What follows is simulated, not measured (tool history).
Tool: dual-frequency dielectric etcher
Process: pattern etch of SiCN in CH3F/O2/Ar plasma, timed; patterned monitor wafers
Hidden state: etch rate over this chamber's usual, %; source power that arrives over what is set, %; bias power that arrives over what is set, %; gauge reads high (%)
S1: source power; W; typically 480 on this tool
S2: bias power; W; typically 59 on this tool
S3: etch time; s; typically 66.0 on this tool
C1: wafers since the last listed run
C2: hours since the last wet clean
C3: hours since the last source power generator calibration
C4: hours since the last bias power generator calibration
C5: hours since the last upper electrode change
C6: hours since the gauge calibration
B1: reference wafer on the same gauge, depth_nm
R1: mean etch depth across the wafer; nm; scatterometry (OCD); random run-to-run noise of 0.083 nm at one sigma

| run | hour | S1 | S2 | S3 | C1 | C2 | C3 | C4 | C5 | C6 | B1 | R1 |
|---|---|---|---|---|---|---|---|---|---|---|---|---|
| 1 | 0.0 | 480 | 59 | 66.0 | 0 | 344.0 | 847.1 | 1736.4 | 3286.7 | 1597.8 | 24.00 | 25.23 |
| 2 | 56.4 | 480 | 59 | 66.0 | 977 | 400.4 | 903.5 | 1792.8 | 3343.1 | 1654.2 | 24.03 | 25.30 |
| 3 | 135.8 | 480 | 59 | 66.0 | 1376 | 479.8 | 982.9 | 1872.2 | 3422.5 | 1733.6 | 24.01 | 25.19 |
|  | 161.2 | wet clean of the chamber |
| 4 | 202.2 | 480 | 59 | 66.0 | 734 | 41.0 | 1049.3 | 1938.6 | 3488.9 | 1800.0 | 23.99 | 25.12 |
| 5 | 251.2 | 480 | 59 | 66.0 | 849 | 90.0 | 1098.3 | 1987.6 | 3537.9 | 1849.0 | 24.02 | 25.30 |
| 6 | 351.4 | 560 | 59 | 66.0 | 1736 | 190.2 | 1198.5 | 2087.8 | 3638.1 | 1949.2 | 24.01 | 26.75 |
| 7 | 398.7 | 480 | 59 | 66.0 | 819 | 237.5 | 1245.8 | 2135.1 | 3685.4 | 1996.5 | 24.00 | 25.36 |
| 8 | 476.9 | 480 | 59 | 54.5 | 1355 | 315.7 | 1324.0 | 2213.3 | 3763.6 | 2074.7 | 23.97 | 20.87 |
| 9 | 555.2 | 480 | 59 | 54.5 | 1357 | 394.0 | 1402.3 | 2291.6 | 3841.9 | 2153.0 | 23.97 | 20.87 |
| 10 | 638.6 | 480 | 59 | 54.5 | 1445 | 477.4 | 1485.7 | 2375.0 | 3925.3 | 2236.4 | 24.00 | 20.80 |
|  | 666.2 | wet clean of the chamber |
| 11 | 744.6 | 410 | 59 | 66.0 | 1421 | 78.4 | 1591.7 | 2481.0 | 4031.3 | 2342.4 | 24.01 | 24.07 |
| 12 | 792.0 | 410 | 59 | 66.0 | 821 | 125.8 | 1639.1 | 2528.4 | 4078.7 | 2389.8 | 24.00 | 24.13 |
|  | 842.7 | source power generator calibrated |
| 13 | 883.9 | 480 | 59 | 66.0 | 1523 | 217.7 | 41.2 | 2620.3 | 4170.6 | 2481.7 | 24.00 | 24.95 |
|  | 932.9 | upper electrode replaced |
| 14 | 989.5 | 590 | 52 | 55.5 | 1414 | 323.3 | 146.8 | 2725.9 | 56.6 | 2587.3 | 24.00 | 21.63 |
| 15 | 1076.1 | 480 | 59 | 66.0 | 1501 | 409.9 | 233.4 | 2812.5 | 143.2 | 2673.9 | 24.00 | 24.79 |
| 16 | 1155.3 | 480 | 59 | 59.5 | 1372 | 489.1 | 312.6 | 2891.7 | 222.4 | 2753.1 | 23.97 | 22.54 |
|  | 1171.3 | gauge calibrated |
|  | 1246.5 | bias power generator calibrated |
|  | 1265.5 | wet clean of the chamber |
| 17 | 1266.0 | 480 | 48 | 66.0 | 1519 | 0.5 | 423.3 | 19.5 | 333.1 | 94.7 | 23.98 | 23.67 |
| 18 | 1314.6 | 480 | 73 | 58.0 | 842 | 49.1 | 471.9 | 68.1 | 381.7 | 143.3 | 23.99 | 23.80 |
| 19 | 1370.0 | 480 | 59 | 54.5 | 960 | 104.5 | 527.3 | 123.5 | 437.1 | 198.7 | 24.00 | 20.85 |
| 20 | 1437.3 | 480 | 71 | 66.0 | 1166 | 171.8 | 594.6 | 190.8 | 504.4 | 266.0 | 23.99 | 26.87 |
| 21 | 1525.3 | 510 | 50 | 66.0 | 1525 | 259.8 | 682.6 | 278.8 | 592.4 | 354.0 | 24.01 | 24.62 |

Run 22 comes next. What will it give?
| 22 | 1606.7 | 580 | 64 | 71.5 | 1410 | 341.2 | 764.0 | 360.2 | 673.8 | 435.4 | ? | ? |

Logged for run 22: B1 24.01, R1 29.89 nm.
Had the tool carried no hidden state, the very same run would have given R1 30.01 nm.
